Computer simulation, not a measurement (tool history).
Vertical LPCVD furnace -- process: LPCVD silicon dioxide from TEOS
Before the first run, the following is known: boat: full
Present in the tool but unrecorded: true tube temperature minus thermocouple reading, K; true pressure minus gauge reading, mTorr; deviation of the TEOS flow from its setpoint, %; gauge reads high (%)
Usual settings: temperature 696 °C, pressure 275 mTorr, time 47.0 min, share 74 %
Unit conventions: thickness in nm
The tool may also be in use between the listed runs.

run	hour	temperature	pressure	time	share	wafers since the last listed run	hours since the last temperature calibration	hours since the pressure gauge was zeroed	hours since the TEOS flow controller was replaced	hours since the gauge calibration	read-back reference wafer on the same gauge, thickness	thickness
1	0.0	696	275	47.0	85	0	3169.0	3971.9	4187.1	50.0	357.02	392.92
2	43.7	696	275	47.0	85	445	3212.7	4015.6	4230.8	93.7	357.47	395.57
3	114.7	696	275	47.0	85	724	3283.7	4086.6	4301.8	164.7	356.86	401.34
4	184.2	696	275	47.0	74	709	3353.2	4156.1	4371.3	234.2	356.96	372.39
5	257.4	696	275	47.0	74	746	3426.4	4229.3	4444.5	307.4	356.20	373.28
6	308.2	696	275	47.0	68	518	3477.2	4280.1	4495.3	358.2	356.52	357.67
# hour 358.9: TEOS flow controller replaced
# hour 399.4: thermocouples replaced and temperature profile calibrated
7	405.4	696	275	47.0	68	501	6.0	4377.3	46.5	455.4	356.79	318.07
8	452.1	696	275	42.0	85	476	52.7	4424.0	93.2	502.1	355.98	317.67
# hour 513.8: pressure gauge zeroed
9	537.1	696	275	42.0	85	622	137.7	23.3	178.2	587.1	357.00	319.87
10	579.0	689	250	35.5	60	427	179.6	65.2	220.1	629.0	356.39	184.54
# hour 670.2: gauge calibrated
11	671.1	696	220	40.0	74	939	271.7	157.3	312.2	0.9	356.82	258.93
12	756.3	696	275	47.0	74	869	356.9	242.5	397.4	86.1	356.89	338.16
13	805.8	703	275	41.5	60	504	406.4	292.0	446.9	135.6	357.12	320.09
14	855.6	700	335	55.0	69	508	456.2	341.8	496.7	185.4	357.32	471.45
15	895.9	691	325	38.0	79	411	496.5	382.1	537.0	225.7	356.24	277.32
16	940.0	689	275	33.0	89	449	540.6	426.2	581.1	269.8	356.88	224.67
17	1011.7	696	275	47.0	85	731	612.3	497.9	652.8	341.5	356.91	372.28
18	1113.3	696	275	47.0	84	1036	713.9	599.5	754.4	443.1	357.50	370.39

A few steps of thickness between consecutive runs. Split each: what settings, incoming material and random variation would produce without the hidden state, and what is left over for the hidden state, along with gauge scatter present in only one of the two compared results (measured, and without hidden state):
Run 6 -> 7: TEOS flow controller replaced, thermocouples replaced and temperature profile calibrated. thickness -39.60 nm: hidden state -37.27, all else -2.33.
Run 14 -> 15: temperature 700 -> 691, pressure 335 -> 325, time 55.0 -> 38.0, share 69 -> 79. thickness -194.13 nm: hidden state -6.01, all else -188.12.
